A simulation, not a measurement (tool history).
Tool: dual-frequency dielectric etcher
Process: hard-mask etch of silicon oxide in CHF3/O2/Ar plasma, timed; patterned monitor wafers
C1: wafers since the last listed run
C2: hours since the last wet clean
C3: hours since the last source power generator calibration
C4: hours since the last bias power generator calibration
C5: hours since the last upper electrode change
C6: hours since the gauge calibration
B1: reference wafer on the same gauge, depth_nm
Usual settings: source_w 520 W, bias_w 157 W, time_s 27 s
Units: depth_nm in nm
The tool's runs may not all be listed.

run 1 hour=0 | source_w=520 bias_w=157 time_s=27 | C1=0 C2=56.5 C3=3687 C4=4770 C5=3311.7 C6=777.6 | B1=40.91 | depth_nm=48.46
run 2 hour=52.4 | source_w=520 bias_w=157 time_s=22 | C1=678 C2=108.9 C3=3739.4 C4=4822.4 C5=3364.1 C6=830 | B1=40.93 | depth_nm=39.53
run 3 hour=81.4 | source_w=520 bias_w=157 time_s=22 | C1=375 C2=137.9 C3=3768.4 C4=4851.4 C5=3393.1 C6=859 | B1=40.94 | depth_nm=39.49
run 4 hour=123.7 | source_w=520 bias_w=157 time_s=27 | C1=547 C2=180.2 C3=3810.7 C4=4893.7 C5=3435.4 C6=901.3 | B1=40.88 | depth_nm=48.37
run 5 hour=157 | source_w=520 bias_w=157 time_s=27 | C1=431 C2=213.5 C3=3844 C4=4927 C5=3468.7 C6=934.6 | B1=40.88 | depth_nm=48.3
run 6 hour=213.7 | source_w=520 bias_w=135 time_s=22 | C1=734 C2=270.2 C3=3900.7 C4=4983.7 C5=3525.4 C6=991.3 | B1=40.89 | depth_nm=36.1
run 7 hour=280.3 | source_w=520 bias_w=135 time_s=22 | C1=862 C2=336.8 C3=3967.3 C4=5050.3 C5=3592 C6=1057.9 | B1=40.87 | depth_nm=36.08
-- hour=398.4 wet clean of the chamber
run 8 hour=406.7 | source_w=520 bias_w=135 time_s=22 | C1=1326 C2=8.3 C3=4093.7 C4=5176.7 C5=3718.4 C6=1184.3 | B1=40.92 | depth_nm=36.59
run 9 hour=433.4 | source_w=480 bias_w=157 time_s=27 | C1=345 C2=35 C3=4120.4 C4=5203.4 C5=3745.1 C6=1211 | B1=40.92 | depth_nm=47.28
run 10 hour=477.3 | source_w=480 bias_w=157 time_s=27 | C1=568 C2=78.9 C3=4164.3 C4=5247.3 C5=3789 C6=1254.9 | B1=40.94 | depth_nm=47.25
-- hour=490.8 gauge calibrated
run 11 hour=515.9 | source_w=520 bias_w=157 time_s=31 | C1=499 C2=117.5 C3=4202.9 C4=5285.9 C5=3827.6 C6=25.1 | B1=40.89 | depth_nm=55.46
run 12 hour=574.8 | source_w=520 bias_w=157 time_s=27 | C1=762 C2=176.4 C3=4261.8 C4=5344.8 C5=3886.5 C6=84 | B1=40.93 | depth_nm=48.33
run 13 hour=610.5 | source_w=520 bias_w=157 time_s=27 | C1=462 C2=212.1 C3=4297.5 C4=5380.5 C5=3922.2 C6=119.7 | B1=40.92 | depth_nm=48.28
run 14 hour=671.6 | source_w=400 bias_w=185 time_s=32.5 | C1=791 C2=273.2 C3=4358.6 C4=5441.6 C5=3983.3 C6=180.8 | B1=40.91 | depth_nm=57.64
-- hour=704.1 source power generator calibrated
run 15 hour=727.8 | source_w=520 bias_w=190 time_s=21.5 | C1=676 C2=329.4 C3=23.7 C4=5497.8 C5=4039.5 C6=237 | B1=40.89 | depth_nm=42.1
-- hour=770.9 bias power generator calibrated
-- hour=783.9 upper electrode replaced
run 16 hour=792.6 | source_w=520 bias_w=157 time_s=27 | C1=619 C2=394.2 C3=88.5 C4=21.7 C5=8.7 C6=301.8 | B1=40.92 | depth_nm=49.22
run 17 hour=839.1 | source_w=410 bias_w=126 time_s=24.5 | C1=602 C2=440.7 C3=135 C4=68.2 C5=55.2 C6=348.3 | B1=40.9 | depth_nm=36.47
run 18 hour=879.5 | source_w=520 bias_w=157 time_s=27 | C1=523 C2=481.1 C3=175.4 C4=108.6 C5=95.6 C6=388.7 | B1=40.91 | depth_nm=48.87
-- hour=934.3 wet clean of the chamber
run 19 hour=934.8 | source_w=520 bias_w=196 time_s=27 | C1=405 C2=0.5 C3=230.7 C4=163.9 C5=150.9 C6=444 | B1=40.88 | depth_nm=55.89
run 20 hour=957 | source_w=520 bias_w=133 time_s=33 | C1=287 C2=22.7 C3=252.9 C4=186.1 C5=173.1 C6=466.2 | B1=40.9 | depth_nm=55.46
run 21 hour=986.5 | source_w=480 bias_w=136 time_s=34.5 | C1=382 C2=52.2 C3=282.4 C4=215.6 C5=202.6 C6=495.7 | B1=40.9 | depth_nm=57.27
run 22 hour=1030.1 | source_w=580 bias_w=122 time_s=27 | C1=564 C2=95.8 C3=326 C4=259.2 C5=246.2 C6=539.3 | B1=40.89 | depth_nm=44.83
run 23 hour=1079 | source_w=520 bias_w=186 time_s=27 | C1=633 C2=144.7 C3=374.9 C4=308.1 C5=295.1 C6=588.2 | B1=40.87 | depth_nm=54.01
run 24 hour=1113.1 | source_w=420 bias_w=147 time_s=33 | C1=441 C2=178.8 C3=409 C4=342.2 C5=329.2 C6=622.3 | B1=40.9 | depth_nm=54.29
run 25 hour=1143.2 | source_w=470 bias_w=140 time_s=19.5 | C1=389 C2=208.9 C3=439.1 C4=372.3 C5=359.3 C6=652.4 | B1=40.92 | depth_nm=32.43
run 26 hour=1178.7 | source_w=520 bias_w=157 time_s=27 | C1=459 C2=244.4 C3=474.6 C4=407.8 C5=394.8 C6=687.9 | B1=40.92 | depth_nm=49.11
run 27 hour=1244.1 | source_w=520 bias_w=157 time_s=27 | C1=847 C2=309.8 C3=540 C4=473.2 C5=460.2 C6=753.3 | B1=40.86 | depth_nm=48.91
run 28 hour=1269.5 | source_w=520 bias_w=157 time_s=19.5 | C1=328 C2=335.2 C3=565.4 C4=498.6 C5=485.6 C6=778.7 | B1=40.9 | depth_nm=35.32
run 29 hour=1333.9 | source_w=520 bias_w=157 time_s=27 | C1=834 C2=399.6 C3=629.8 C4=563 C5=550 C6=843.1 | B1=40.89 | depth_nm=48.69

5 ways to go on from here, each from the tool as it stands after run 29. What would each give?
run A hour=1334.3 | source_w=520 bias_w=157 time_s=27 | C1=5 C2=400 C3=630.2 C4=563.4 C5=550.4 C6=843.5 | B1=? | depth_nm=?
run B hour=1334.3 | source_w=560 bias_w=131 time_s=32.5 | C1=5 C2=400 C3=630.2 C4=563.4 C5=550.4 C6=843.5 | B1=? | depth_nm=?
run C hour=1334.3 | source_w=520 bias_w=157 time_s=29 | C1=5 C2=400 C3=630.2 C4=563.4 C5=550.4 C6=843.5 | B1=? | depth_nm=?
run D hour=1334.3 | source_w=620 bias_w=184 time_s=29.5 | C1=5 C2=400 C3=630.2 C4=563.4 C5=550.4 C6=843.5 | B1=? | depth_nm=?
run E hour=1334.3 | source_w=480 bias_w=167 time_s=27 | C1=5 C2=400 C3=630.2 C4=563.4 C5=550.4 C6=843.5 | B1=? | depth_nm=?

run=A B1=40.88 depth_nm=48.72
run=B B1=40.88 depth_nm=54.55
run=C B1=40.88 depth_nm=52.33
run=D B1=40.88 depth_nm=61.28
run=E B1=40.88 depth_nm=49
Without the tool's hidden state the same runs would have given:
run=A depth_nm=49.92
run=B depth_nm=55.87
run=C depth_nm=53.62
run=D depth_nm=62.81
run=E depth_nm=50.21
